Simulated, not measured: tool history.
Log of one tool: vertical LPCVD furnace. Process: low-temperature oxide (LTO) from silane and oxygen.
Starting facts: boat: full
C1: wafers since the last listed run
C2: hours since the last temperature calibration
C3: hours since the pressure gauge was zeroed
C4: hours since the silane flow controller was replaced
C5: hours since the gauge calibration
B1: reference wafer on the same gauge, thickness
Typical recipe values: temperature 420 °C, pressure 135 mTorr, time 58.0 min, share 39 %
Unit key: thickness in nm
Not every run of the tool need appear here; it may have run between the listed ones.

{"run": 1, "hour": 0.0, "temperature": 420, "pressure": 115, "time": 58.0, "share": 39, "C1": 0, "C2": 1217.2, "C3": 3011.2, "C4": 4929.5, "C5": 177.5, "B1": 361.97, "thickness": 345.79}
{"run": 2, "hour": 43.4, "temperature": 420, "pressure": 115, "time": 58.0, "share": 39, "C1": 673, "C2": 1260.6, "C3": 3054.6, "C4": 4972.9, "C5": 220.9, "B1": 361.94, "thickness": 346.07}
{"run": 3, "hour": 104.2, "temperature": 412, "pressure": 135, "time": 58.0, "share": 39, "C1": 943, "C2": 1321.4, "C3": 3115.4, "C4": 5033.7, "C5": 281.7, "B1": 362.0, "thickness": 372.57}
{"run": 4, "hour": 135.5, "temperature": 412, "pressure": 135, "time": 58.0, "share": 39, "C1": 485, "C2": 1352.7, "C3": 3146.7, "C4": 5065.0, "C5": 313.0, "B1": 362.11, "thickness": 374.72}
{"run": 5, "hour": 185.0, "temperature": 412, "pressure": 135, "time": 58.0, "share": 39, "C1": 768, "C2": 1402.2, "C3": 3196.2, "C4": 5114.5, "C5": 362.5, "B1": 362.09, "thickness": 374.96}
{"run": 6, "hour": 227.5, "temperature": 420, "pressure": 135, "time": 58.0, "share": 34, "C1": 659, "C2": 1444.7, "C3": 3238.7, "C4": 5157.0, "C5": 405.0, "B1": 362.3, "thickness": 343.99}
{"run": 7, "hour": 292.9, "temperature": 420, "pressure": 135, "time": 58.0, "share": 34, "C1": 1015, "C2": 1510.1, "C3": 3304.1, "C4": 5222.4, "C5": 470.4, "B1": 362.21, "thickness": 342.5}
{"run": 8, "hour": 353.2, "temperature": 420, "pressure": 135, "time": 58.0, "share": 34, "C1": 936, "C2": 1570.4, "C3": 3364.4, "C4": 5282.7, "C5": 530.7, "B1": 362.03, "thickness": 344.63}
{"hour": 391.6, "done": "silane flow controller replaced"}
{"run": 9, "hour": 392.1, "temperature": 420, "pressure": 135, "time": 58.0, "share": 39, "C1": 231, "C2": 1609.3, "C3": 3403.3, "C4": 0.5, "C5": 569.6, "B1": 362.1, "thickness": 408.41}
{"run": 10, "hour": 416.8, "temperature": 420, "pressure": 135, "time": 58.0, "share": 39, "C1": 383, "C2": 1634.0, "C3": 3428.0, "C4": 25.2, "C5": 594.3, "B1": 361.91, "thickness": 407.49}
{"run": 11, "hour": 478.8, "temperature": 420, "pressure": 135, "time": 58.0, "share": 39, "C1": 962, "C2": 1696.0, "C3": 3490.0, "C4": 87.2, "C5": 656.3, "B1": 361.97, "thickness": 406.92}
{"hour": 514.3, "done": "thermocouples replaced and temperature profile calibrated"}
{"run": 12, "hour": 568.0, "temperature": 428, "pressure": 105, "time": 58.0, "share": 39, "C1": 1012, "C2": 53.7, "C3": 3579.2, "C4": 176.4, "C5": 745.5, "B1": 362.06, "thickness": 349.54}
{"run": 13, "hour": 620.5, "temperature": 426, "pressure": 165, "time": 36.0, "share": 45, "C1": 814, "C2": 106.2, "C3": 3631.7, "C4": 228.9, "C5": 798.0, "B1": 362.05, "thickness": 389.35}
{"hour": 673.7, "done": "pressure gauge zeroed"}
{"run": 14, "hour": 674.2, "temperature": 420, "pressure": 125, "time": 58.0, "share": 39, "C1": 461, "C2": 159.9, "C3": 0.5, "C4": 282.6, "C5": 851.7, "B1": 361.9, "thickness": 384.89}
{"run": 15, "hour": 716.7, "temperature": 412, "pressure": 115, "time": 79.5, "share": 33, "C1": 659, "C2": 202.4, "C3": 43.0, "C4": 325.1, "C5": 894.2, "B1": 362.12, "thickness": 363.9}
{"run": 16, "hour": 754.0, "temperature": 420, "pressure": 135, "time": 58.0, "share": 39, "C1": 579, "C2": 239.7, "C3": 80.3, "C4": 362.4, "C5": 931.5, "B1": 362.18, "thickness": 418.51}
{"hour": 798.0, "done": "thermocouples replaced and temperature profile calibrated, repeated, since the last time left the tool worse"}
{"run": 17, "hour": 881.4, "temperature": 426, "pressure": 105, "time": 74.0, "share": 43, "C1": 1605, "C2": 83.4, "C3": 207.7, "C4": 489.8, "C5": 1058.9, "B1": 362.12, "thickness": 469.0}
{"hour": 893.1, "done": "gauge calibrated"}
{"run": 18, "hour": 939.8, "temperature": 420, "pressure": 135, "time": 70.0, "share": 45, "C1": 906, "C2": 141.8, "C3": 266.1, "C4": 548.2, "C5": 46.7, "B1": 362.16, "thickness": 562.58}
{"run": 19, "hour": 1006.9, "temperature": 420, "pressure": 160, "time": 37.0, "share": 45, "C1": 1041, "C2": 208.9, "C3": 333.2, "C4": 615.3, "C5": 113.8, "B1": 362.04, "thickness": 353.55}
{"run": 20, "hour": 1058.2, "temperature": 420, "pressure": 135, "time": 58.0, "share": 39, "C1": 796, "C2": 260.2, "C3": 384.5, "C4": 666.6, "C5": 165.1, "B1": 361.87, "thickness": 403.88}
{"run": 21, "hour": 1110.4, "temperature": 420, "pressure": 135, "time": 70.0, "share": 45, "C1": 810, "C2": 312.4, "C3": 436.7, "C4": 718.8, "C5": 217.3, "B1": 361.73, "thickness": 565.1}
{"run": 22, "hour": 1154.1, "temperature": 420, "pressure": 135, "time": 70.0, "share": 45, "C1": 678, "C2": 356.1, "C3": 480.4, "C4": 762.5, "C5": 261.0, "B1": 361.92, "thickness": 566.54}
{"run": 23, "hour": 1223.5, "temperature": 420, "pressure": 135, "time": 58.0, "share": 39, "C1": 1077, "C2": 425.5, "C3": 549.8, "C4": 831.9, "C5": 330.4, "B1": 361.98, "thickness": 403.81}

Below are 5 alternative next runs, each starting from the tool's condition after run 23. Predict each:
{"run": "A", "hour": 1228.4, "temperature": 410, "pressure": 135, "time": 58.0, "share": 39, "C1": 76, "C2": 430.4, "C3": 554.7, "C4": 836.8, "C5": 335.3, "B1": "?", "thickness": "?"}
{"run": "B", "hour": 1228.4, "temperature": 423, "pressure": 155, "time": 51.5, "share": 35, "C1": 76, "C2": 430.4, "C3": 554.7, "C4": 836.8, "C5": 335.3, "B1": "?", "thickness": "?"}
{"run": "C", "hour": 1228.4, "temperature": 414, "pressure": 150, "time": 44.5, "share": 32, "C1": 76, "C2": 430.4, "C3": 554.7, "C4": 836.8, "C5": 335.3, "B1": "?", "thickness": "?"}
{"run": "D", "hour": 1228.4, "temperature": 425, "pressure": 150, "time": 73.0, "share": 46, "C1": 76, "C2": 430.4, "C3": 554.7, "C4": 836.8, "C5": 335.3, "B1": "?", "thickness": "?"}
{"run": "E", "hour": 1228.4, "temperature": 429, "pressure": 135, "time": 67.5, "share": 39, "C1": 76, "C2": 430.4, "C3": 554.7, "C4": 836.8, "C5": 335.3, "B1": "?", "thickness": "?"}

run=A B1=362.12 thickness=364.44
run=B B1=362.12 thickness=373.17
run=C B1=362.12 thickness=251.77
run=D B1=362.12 thickness=703.83
run=E B1=362.12 thickness=515.21
Stripped of hidden state, with their random variation kept, the same runs would have yielded:
run=A thickness=357.88
run=B thickness=366.58
run=C thickness=247.06
run=D thickness=692.52
run=E thickness=506.58

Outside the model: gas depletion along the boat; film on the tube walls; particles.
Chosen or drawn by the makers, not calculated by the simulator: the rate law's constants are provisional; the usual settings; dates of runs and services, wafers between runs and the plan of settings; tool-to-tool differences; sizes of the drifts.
